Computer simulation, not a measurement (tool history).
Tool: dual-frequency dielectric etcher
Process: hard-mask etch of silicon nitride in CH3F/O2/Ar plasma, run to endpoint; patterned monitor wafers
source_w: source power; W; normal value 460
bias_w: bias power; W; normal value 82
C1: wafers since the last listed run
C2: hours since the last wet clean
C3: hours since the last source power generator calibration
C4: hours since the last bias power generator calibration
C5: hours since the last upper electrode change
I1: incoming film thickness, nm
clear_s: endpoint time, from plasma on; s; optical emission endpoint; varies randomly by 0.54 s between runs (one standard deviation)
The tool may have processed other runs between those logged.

Run 1, hour 0.0: usual settings; C1 0; C2 167.4; C3 3850.5; C4 1290.9; C5 4846.6; I1 47.53. Result: clear_s 63.3 s.
At hour 155.7: wet clean of the chamber.
Run 2, hour 311.3: usual settings; C1 2658; C2 155.6; C3 4161.8; C4 1602.2; C5 5157.9; I1 47.39. Result: clear_s 63.2 s.
Run 3, hour 387.1: usual settings; C1 701; C2 231.4; C3 4237.6; C4 1678.0; C5 5233.7; I1 47.04. Result: clear_s 63.0 s.
At hour 446.2: source power generator calibrated.
Run 4, hour 473.4: usual settings; C1 761; C2 317.7; C3 27.2; C4 1764.3; C5 5320.0; I1 47.37. Result: clear_s 61.9 s.
At hour 506.3: wet clean of the chamber.
Run 5, hour 518.1: usual settings; C1 191; C2 11.8; C3 71.9; C4 1809.0; C5 5364.7; I1 47.53. Result: clear_s 64.7 s.
Run 6, hour 607.0: usual settings; C1 822; C2 100.7; C3 160.8; C4 1897.9; C5 5453.6; I1 47.79. Result: clear_s 64.6 s.
Run 7, hour 699.0: usual settings but bias_w 72 W; C1 851; C2 192.7; C3 252.8; C4 1989.9; C5 5545.6; I1 46.96. Result: clear_s 65.7 s.
Run 8, hour 738.1: usual settings but bias_w 72 W; C1 361; C2 231.8; C3 291.9; C4 2029.0; C5 5584.7; I1 46.77. Result: clear_s 66.2 s.
Run 9, hour 783.5: usual settings but bias_w 72 W; C1 420; C2 277.2; C3 337.3; C4 2074.4; C5 5630.1; I1 47.36. Result: clear_s 65.3 s.
Run 10, hour 850.8: usual settings but source_w 510 W, bias_w 88 W; C1 622; C2 344.5; C3 404.6; C4 2141.7; C5 5697.4; I1 47.09. Result: clear_s 57.5 s.
At hour 930.8: wet clean of the chamber.
Run 11, hour 943.8: usual settings; C1 638; C2 13.0; C3 497.6; C4 2234.7; C5 5790.4; I1 47.00. Result: clear_s 63.6 s.
At hour 949.0: bias power generator calibrated.
At hour 1002.4: upper electrode replaced.
Run 12, hour 1002.9: usual settings; C1 287; C2 72.1; C3 556.7; C4 53.9; C5 0.5; I1 47.28. Result: clear_s 63.9 s.
Run 13, hour 1068.2: usual settings but bias_w 64 W; C1 604; C2 137.4; C3 622.0; C4 119.2; C5 65.8; I1 46.96. Result: clear_s 70.4 s.
Run 14, hour 1153.8: usual settings but bias_w 69 W; C1 792; C2 223.0; C3 707.6; C4 204.8; C5 151.4; I1 46.95. Result: clear_s 68.1 s.
Run 15, hour 1223.9: usual settings; C1 648; C2 293.1; C3 777.7; C4 274.9; C5 221.5; I1 47.25. Result: clear_s 61.7 s.
At hour 1321.8: wet clean of the chamber.
Run 16, hour 1322.3: usual settings but source_w 520 W, bias_w 75 W; C1 688; C2 0.5; C3 876.1; C4 373.3; C5 319.9; I1 47.64. Result: clear_s 64.8 s.
Run 17, hour 1388.2: usual settings but source_w 400 W, bias_w 64 W; C1 609; C2 66.4; C3 942.0; C4 439.2; C5 385.8; I1 46.58. Result: clear_s 74.8 s.
Run 18, hour 1442.0: usual settings but source_w 570 W, bias_w 74 W; C1 497; C2 120.2; C3 995.8; C4 493.0; C5 439.6; I1 47.67. Result: clear_s 61.6 s.

What if the next run were any one of these 3? Each begins from the tool's condition after run 18:
Run A, hour 1442.4: usual settings but source_w 410 W; C1 3; C2 120.6; C3 996.2; C4 493.4; C5 440.0; I1 46.83. Result: clear_s ?.
Run B, hour 1442.4: usual settings but source_w 540 W, bias_w 74 W; C1 3; C2 120.6; C3 996.2; C4 493.4; C5 440.0; I1 46.83. Result: clear_s ?.
Run C, hour 1442.4: usual settings but source_w 530 W; C1 3; C2 120.6; C3 996.2; C4 493.4; C5 440.0; I1 46.83. Result: clear_s ?.

run  clear_s
  A     66.3
  B     63.1
  C     60.6
What these runs would have given with no unlogged condition in the tool:
run  clear_s
  A     67.6
  B     64.3
  C     61.8
